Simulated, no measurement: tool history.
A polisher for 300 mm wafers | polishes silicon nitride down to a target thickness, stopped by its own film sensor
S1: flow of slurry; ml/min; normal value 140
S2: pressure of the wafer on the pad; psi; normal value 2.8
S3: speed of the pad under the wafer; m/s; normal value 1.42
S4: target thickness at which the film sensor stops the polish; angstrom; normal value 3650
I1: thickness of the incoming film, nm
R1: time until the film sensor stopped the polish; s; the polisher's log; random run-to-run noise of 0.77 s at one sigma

| run | hour | S1 | S2 | S3 | S4 | I1 | R1 |
|---|---|---|---|---|---|---|---|
| 1 | 0 | 140 | 2.8 | 1.42 | 3650 | 501.9 | 71 |
| 2 | 29.5 | 140 | 2.8 | 1.42 | 3650 | 492.8 | 67.1 |
| 3 | 61 | 155 | 2.8 | 1.42 | 3650 | 499.4 | 70.4 |
| 4 | 89.1 | 155 | 2.8 | 1.42 | 3650 | 497.6 | 68.5 |
|  | 93.8 | worn pad replaced by a new one |
| 5 | 111.5 | 155 | 2.8 | 1.42 | 3650 | 502 | 71.4 |
| 6 | 134.7 | 150 | 2.8 | 1.42 | 3650 | 508.6 | 75.6 |
| 7 | 150.1 | 150 | 2.8 | 1.42 | 3650 | 500.2 | 70.5 |
| 8 | 185.4 | 175 | 2.8 | 1.42 | 3790 | 502.7 | 63.7 |
|  | 213.4 | head pressure recalibrated |
| 9 | 220.2 | 140 | 2.8 | 1.42 | 3650 | 501.2 | 72.6 |
| 10 | 241.2 | 140 | 2.8 | 1.42 | 3650 | 498.5 | 70.6 |
| 11 | 266.9 | 140 | 2.8 | 1.42 | 3650 | 499.3 | 70.6 |
|  | 294.9 | worn pad replaced by a new one |
| 12 | 296.7 | 140 | 2.8 | 1.42 | 3650 | 491.1 | 65.9 |
| 13 | 322.9 | 140 | 2.8 | 1.42 | 3650 | 494 | 69.8 |
| 14 | 346 | 140 | 2.8 | 1.42 | 3650 | 500.7 | 72.7 |
|  | 351.7 | slurry nozzle cleaned |
| 15 | 365.5 | 140 | 2.8 | 1.42 | 3650 | 503.7 | 70 |
| 16 | 381.2 | 140 | 2.8 | 1.42 | 3650 | 502 | 68.3 |
| 17 | 412.4 | 100 | 2.8 | 1.42 | 3650 | 497.1 | 69.1 |
| 18 | 434.4 | 100 | 2.8 | 1.42 | 3650 | 500.3 | 72.3 |
| 19 | 450.8 | 140 | 2.8 | 1.42 | 3650 | 498.7 | 69 |
| 20 | 467.8 | 140 | 2.2 | 1.42 | 3650 | 506.2 | 87.8 |
| 21 | 488.4 | 140 | 2.8 | 1.42 | 3490 | 502.1 | 79.7 |
|  | 509 | worn pad replaced by a new one |
| 22 | 516.4 | 165 | 2.4 | 1.42 | 3650 | 500.7 | 77.1 |
| 23 | 529.9 | 140 | 3.4 | 1.42 | 3830 | 506.7 | 53.9 |
| 24 | 563.8 | 140 | 2.8 | 1.7 | 3650 | 506.2 | 64.7 |
| 25 | 579.2 | 140 | 2.4 | 1.42 | 3650 | 501.1 | 79.2 |
| 26 | 612.9 | 140 | 2.8 | 1.42 | 3650 | 497.1 | 69.6 |
| 27 | 648.6 | 140 | 2.8 | 1.42 | 3650 | 504.5 | 74.1 |
| 28 | 675.7 | 90 | 2.8 | 1.42 | 3860 | 500.4 | 63.8 |
| 29 | 699.5 | 140 | 2.8 | 1.42 | 3650 | 503.1 | 73.2 |
|  | 713.6 | head pressure recalibrated |
| 30 | 716.4 | 105 | 3.1 | 0.96 | 3830 | 503.5 | 78.8 |
| 31 | 733.6 | 140 | 2.8 | 1.88 | 3450 | 506 | 70.4 |
|  | 740.6 | worn pad replaced by a new one |
| 32 | 762.1 | 185 | 2.8 | 1.42 | 3650 | 499.8 | 68.8 |
| 33 | 849 | 140 | 2.8 | 1.42 | 3650 | 502.5 | 72.2 |
| 34 | 880 | 165 | 2 | 1.86 | 3980 | 502.5 | 57.6 |
| 35 | 913.8 | 140 | 3.6 | 1.42 | 3270 | 490.6 | 71.9 |
|  | 945.9 | worn pad replaced by a new one |
| 36 | 946.4 | 160 | 3.7 | 0.98 | 3250 | 502.3 | 94.6 |
| 37 | 967 | 140 | 2.8 | 1.42 | 3650 | 500.3 | 72.1 |
| 38 | 1015.6 | 125 | 3.1 | 1.42 | 3650 | 495.5 | 64.9 |

What if the next run were any one of these 3? Each begins from the tool's condition after run 38:
| A | 1016 | 140 | 2.8 | 1.42 | 3650 | 490.4 | ? |
| B | 1016 | 125 | 2.8 | 1.04 | 3650 | 490.4 | ? |
| C | 1016 | 140 | 2.8 | 1.08 | 3440 | 490.4 | ? |

| run | R1 |
|---|---|
| A | 67.1 |
| B | 84.7 |
| C | 94.7 |
Had the tool no hidden state, the same runs would have come out as:
| run | R1 |
|---|---|
| A | 62.6 |
| B | 78.7 |
| C | 88.4 |

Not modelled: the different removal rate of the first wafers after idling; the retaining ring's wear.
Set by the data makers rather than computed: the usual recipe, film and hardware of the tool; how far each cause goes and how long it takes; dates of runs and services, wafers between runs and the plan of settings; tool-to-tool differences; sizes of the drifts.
